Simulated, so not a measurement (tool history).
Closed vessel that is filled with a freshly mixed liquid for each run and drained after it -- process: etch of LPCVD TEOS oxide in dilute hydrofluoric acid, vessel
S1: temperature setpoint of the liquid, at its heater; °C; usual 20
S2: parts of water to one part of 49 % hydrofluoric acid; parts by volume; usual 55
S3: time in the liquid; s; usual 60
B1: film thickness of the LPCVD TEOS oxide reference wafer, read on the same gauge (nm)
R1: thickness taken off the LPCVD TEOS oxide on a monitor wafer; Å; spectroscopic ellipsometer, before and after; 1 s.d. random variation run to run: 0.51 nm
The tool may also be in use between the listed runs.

Run 1, hour 0: usual settings but S1 18 °C; B1 119.96. Result: R1 580.8 Å.
Run 2, hour 10.3: usual settings but S3 80 s; B1 120.05. Result: R1 854.4 Å.
Run 3, hour 23.4: usual settings but S2 70 parts by volume; B1 120. Result: R1 492.1 Å.
Run 4, hour 36.4: usual settings but S2 70 parts by volume; B1 119.98. Result: R1 490 Å.
Run 5, hour 51.9: usual settings but S2 70 parts by volume; B1 120.05. Result: R1 496.6 Å.
Run 6, hour 60.6: usual settings; B1 119.98. Result: R1 642.7 Å.
Run 7, hour 68.2: usual settings; B1 120.01. Result: R1 645.8 Å.
Run 8, hour 78.5: usual settings; B1 119.97. Result: R1 633.9 Å.
Run 9, hour 87: usual settings; B1 120.01. Result: R1 640.3 Å.
At hour 98.3: gauge calibrated.
Run 10, hour 101.7: usual settings; B1 120.02. Result: R1 654.4 Å.
Run 11, hour 112.2: usual settings but S1 17 °C; B1 120.01. Result: R1 569.9 Å.
At hour 113.9: thermometer replaced.
Run 12, hour 127.9: usual settings but S3 80 s; B1 120.06. Result: R1 793.1 Å.
At hour 136.5: hydrofluoric acid flow meter replaced.
Run 13, hour 139.6: usual settings but S1 18 °C, S3 40 s; B1 120.06. Result: R1 363.5 Å.
Run 14, hour 152.9: usual settings but S2 45 parts by volume; B1 120.03. Result: R1 740 Å.
Run 15, hour 170.7: usual settings but S1 23 °C, S2 40 parts by volume, S3 80 s; B1 120.01. Result: R1 1264.2 Å.
Run 16, hour 185.6: usual settings but S1 17 °C, S2 70 parts by volume, S3 85 s; B1 119.96. Result: R1 579.1 Å.
Run 17, hour 196: usual settings but S1 24.5 °C, S2 30 parts by volume, S3 85 s; B1 120.04. Result: R1 1927.7 Å.
Run 18, hour 211.3: usual settings but S1 17 °C, S2 40 parts by volume; B1 120.01. Result: R1 729.5 Å.
Run 19, hour 226.5: usual settings; B1 119.97. Result: R1 593 Å.
Run 20, hour 238.4: usual settings but S1 22 °C; B1 119.97. Result: R1 644.3 Å.

Branching from run 20: 4 alternative next runs. What would each branch give?
Run A, hour 239.1: usual settings; B1 ?. Result: R1 ?.
Run B, hour 239.1: usual settings but S1 18.5 °C; B1 ?. Result: R1 ?.
Run C, hour 239.1: usual settings but S1 17 °C, S2 25 parts by volume, S3 50 s; B1 ?. Result: R1 ?.
Run D, hour 239.1: usual settings but S1 23 °C, S2 70 parts by volume, S3 90 s; B1 ?. Result: R1 ?.

run      B1      R1
  A  119.98   605.4
  B  119.98   568.1
  C  119.98  1010.6
  D  119.98   792.7
The same runs, with their run-to-run variation unchanged, on a tool lacking any hidden condition would have given:
run     R1
  A  587.2
  B  550.9
  C    979
  D  769.8

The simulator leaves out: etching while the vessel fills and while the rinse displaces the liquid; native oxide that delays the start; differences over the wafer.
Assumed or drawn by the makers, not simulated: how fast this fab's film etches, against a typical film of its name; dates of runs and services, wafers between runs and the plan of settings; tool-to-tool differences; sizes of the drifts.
